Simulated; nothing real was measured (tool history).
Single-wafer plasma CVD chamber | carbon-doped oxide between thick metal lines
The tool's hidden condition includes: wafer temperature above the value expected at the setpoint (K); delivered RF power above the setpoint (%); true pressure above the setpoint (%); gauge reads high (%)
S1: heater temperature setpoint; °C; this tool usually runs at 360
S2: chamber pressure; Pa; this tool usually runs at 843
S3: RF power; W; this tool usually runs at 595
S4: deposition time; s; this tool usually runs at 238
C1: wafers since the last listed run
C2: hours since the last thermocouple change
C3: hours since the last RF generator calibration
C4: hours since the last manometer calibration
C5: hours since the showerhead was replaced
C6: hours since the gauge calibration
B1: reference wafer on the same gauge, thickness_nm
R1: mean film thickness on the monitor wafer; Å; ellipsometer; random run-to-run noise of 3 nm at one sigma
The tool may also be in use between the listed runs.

{"run": 1, "hour": 0.0, "S1": 360, "S2": 993, "S3": 545, "S4": 238, "C1": 0, "C2": 1455.4, "C3": 1577.7, "C4": 927.9, "C5": 5362.9, "C6": 43.5, "B1": 1499.499, "R1": 12802.08}
{"run": 2, "hour": 34.2, "S1": 360, "S2": 993, "S3": 545, "S4": 238, "C1": 299, "C2": 1489.6, "C3": 1611.9, "C4": 962.1, "C5": 5397.1, "C6": 77.7, "B1": 1499.87, "R1": 12765.22}
{"run": 3, "hour": 51.6, "S1": 360, "S2": 843, "S3": 595, "S4": 238, "C1": 152, "C2": 1507, "C3": 1629.3, "C4": 979.5, "C5": 5414.5, "C6": 95.1, "B1": 1500.365, "R1": 13061.27}
{"run": 4, "hour": 77.4, "S1": 360, "S2": 843, "S3": 595, "S4": 238, "C1": 226, "C2": 1532.8, "C3": 1655.1, "C4": 1005.3, "C5": 5440.3, "C6": 120.9, "B1": 1499.557, "R1": 13070.34}
{"run": 5, "hour": 105.7, "S1": 360, "S2": 843, "S3": 595, "S4": 238, "C1": 248, "C2": 1561.1, "C3": 1683.4, "C4": 1033.6, "C5": 5468.6, "C6": 149.2, "B1": 1499.948, "R1": 13053.93}
{"run": 6, "hour": 133.8, "S1": 360, "S2": 843, "S3": 595, "S4": 238, "C1": 246, "C2": 1589.2, "C3": 1711.5, "C4": 1061.7, "C5": 5496.7, "C6": 177.3, "B1": 1500.253, "R1": 13079.02}
{"run": 7, "hour": 166.5, "S1": 360, "S2": 843, "S3": 595, "S4": 238, "C1": 286, "C2": 1621.9, "C3": 1744.2, "C4": 1094.4, "C5": 5529.4, "C6": 210, "B1": 1500.454, "R1": 13014.52}
{"run": 8, "hour": 187.6, "S1": 360, "S2": 843, "S3": 595, "S4": 238, "C1": 184, "C2": 1643, "C3": 1765.3, "C4": 1115.5, "C5": 5550.5, "C6": 231.1, "B1": 1499.975, "R1": 13035.3}
{"hour": 198.2, "done": "thermocouple changed; heater temperature recalibrated"}
{"hour": 215.9, "done": "capacitance manometer re-zeroed and calibrated"}
{"run": 9, "hour": 216.7, "S1": 360, "S2": 843, "S3": 595, "S4": 238, "C1": 114, "C2": 18.5, "C3": 1794.4, "C4": 0.8, "C5": 5579.6, "C6": 260.2, "B1": 1500.414, "R1": 13056.54}
{"run": 10, "hour": 239.5, "S1": 360, "S2": 893, "S3": 595, "S4": 262, "C1": 199, "C2": 41.3, "C3": 1817.2, "C4": 23.6, "C5": 5602.4, "C6": 283, "B1": 1500.024, "R1": 14466.13}
{"run": 11, "hour": 284.8, "S1": 360, "S2": 893, "S3": 595, "S4": 262, "C1": 397, "C2": 86.6, "C3": 1862.5, "C4": 68.9, "C5": 5647.7, "C6": 328.3, "B1": 1500.013, "R1": 14452.9}
{"hour": 291.6, "done": "gauge calibrated"}
{"run": 12, "hour": 319.3, "S1": 360, "S2": 893, "S3": 595, "S4": 262, "C1": 302, "C2": 121.1, "C3": 1897, "C4": 103.4, "C5": 5682.2, "C6": 27.7, "B1": 1500.004, "R1": 14449.12}
{"run": 13, "hour": 340.5, "S1": 360, "S2": 843, "S3": 595, "S4": 238, "C1": 185, "C2": 142.3, "C3": 1918.2, "C4": 124.6, "C5": 5703.4, "C6": 48.9, "B1": 1500.687, "R1": 13097}
{"run": 14, "hour": 354.2, "S1": 360, "S2": 843, "S3": 595, "S4": 238, "C1": 120, "C2": 156, "C3": 1931.9, "C4": 138.3, "C5": 5717.1, "C6": 62.6, "B1": 1500.563, "R1": 13074.11}
{"run": 15, "hour": 377.6, "S1": 360, "S2": 843, "S3": 595, "S4": 201, "C1": 205, "C2": 179.4, "C3": 1955.3, "C4": 161.7, "C5": 5740.5, "C6": 86, "B1": 1499.725, "R1": 10978.83}
{"run": 16, "hour": 394.8, "S1": 360, "S2": 943, "S3": 485, "S4": 238, "C1": 150, "C2": 196.6, "C3": 1972.5, "C4": 178.9, "C5": 5757.7, "C6": 103.2, "B1": 1499.953, "R1": 12193.12}
{"run": 17, "hour": 416.8, "S1": 360, "S2": 843, "S3": 595, "S4": 238, "C1": 192, "C2": 218.6, "C3": 1994.5, "C4": 200.9, "C5": 5779.7, "C6": 125.2, "B1": 1499.48, "R1": 13068.7}
{"run": 18, "hour": 444.9, "S1": 367, "S2": 843, "S3": 595, "S4": 269, "C1": 246, "C2": 246.7, "C3": 2022.6, "C4": 229, "C5": 5807.8, "C6": 153.3, "B1": 1500.228, "R1": 14542.76}
{"hour": 466.7, "done": "showerhead replaced"}
{"hour": 497.6, "done": "RF generator calibrated"}
{"run": 19, "hour": 551.5, "S1": 360, "S2": 843, "S3": 535, "S4": 264, "C1": 794, "C2": 353.3, "C3": 53.9, "C4": 335.6, "C5": 84.8, "C6": 259.9, "B1": 1499.737, "R1": 13848.86}
{"run": 20, "hour": 574.9, "S1": 360, "S2": 843, "S3": 690, "S4": 238, "C1": 205, "C2": 376.7, "C3": 77.3, "C4": 359, "C5": 108.2, "C6": 283.3, "B1": 1499.765, "R1": 13851.73}
{"run": 21, "hour": 587.5, "S1": 368, "S2": 843, "S3": 670, "S4": 238, "C1": 110, "C2": 389.3, "C3": 89.9, "C4": 371.6, "C5": 120.8, "C6": 295.9, "B1": 1500.367, "R1": 13503.1}
{"run": 22, "hour": 611.2, "S1": 348, "S2": 843, "S3": 705, "S4": 195, "C1": 207, "C2": 413, "C3": 113.6, "C4": 395.3, "C5": 144.5, "C6": 319.6, "B1": 1500.031, "R1": 11755.91}
{"hour": 627.2, "done": "gauge calibrated"}
{"run": 23, "hour": 630.5, "S1": 352, "S2": 843, "S3": 595, "S4": 256, "C1": 169, "C2": 432.3, "C3": 132.9, "C4": 414.6, "C5": 163.8, "C6": 3.3, "B1": 1499.838, "R1": 14217.68}
{"run": 24, "hour": 651.6, "S1": 360, "S2": 843, "S3": 595, "S4": 238, "C1": 184, "C2": 453.4, "C3": 154, "C4": 435.7, "C5": 184.9, "C6": 24.4, "B1": 1500.305, "R1": 13063.36}

5 options for the next run, each taken on its own from the tool as it stands now. Forecast them:
{"run": "A", "hour": 652.1, "S1": 369, "S2": 843, "S3": 595, "S4": 238, "C1": 4, "C2": 453.9, "C3": 154.5, "C4": 436.2, "C5": 185.4, "C6": 24.9, "B1": "?", "R1": "?"}
{"run": "B", "hour": 652.1, "S1": 360, "S2": 1012, "S3": 595, "S4": 222, "C1": 4, "C2": 453.9, "C3": 154.5, "C4": 436.2, "C5": 185.4, "C6": 24.9, "B1": "?", "R1": "?"}
{"run": "C", "hour": 652.1, "S1": 352, "S2": 949, "S3": 520, "S4": 261, "C1": 4, "C2": 453.9, "C3": 154.5, "C4": 436.2, "C5": 185.4, "C6": 24.9, "B1": "?", "R1": "?"}
{"run": "D", "hour": 652.1, "S1": 348, "S2": 843, "S3": 510, "S4": 194, "C1": 4, "C2": 453.9, "C3": 154.5, "C4": 436.2, "C5": 185.4, "C6": 24.9, "B1": "?", "R1": "?"}
{"run": "E", "hour": 652.1, "S1": 360, "S2": 843, "S3": 595, "S4": 276, "C1": 4, "C2": 453.9, "C3": 154.5, "C4": 436.2, "C5": 185.4, "C6": 24.9, "B1": "?", "R1": "?"}

run=A B1=1500.355 R1=12797.73
run=B B1=1500.355 R1=12312.83
run=C B1=1500.355 R1=13929.03
run=D B1=1500.355 R1=10281.89
run=E B1=1500.355 R1=15097.71
The same runs, with their run-to-run variation unchanged, on a tool lacking any hidden condition would have given:
run=A R1=12797.73
run=B R1=12312.83
run=C R1=13929.03
run=D R1=10281.89
run=E R1=15097.71
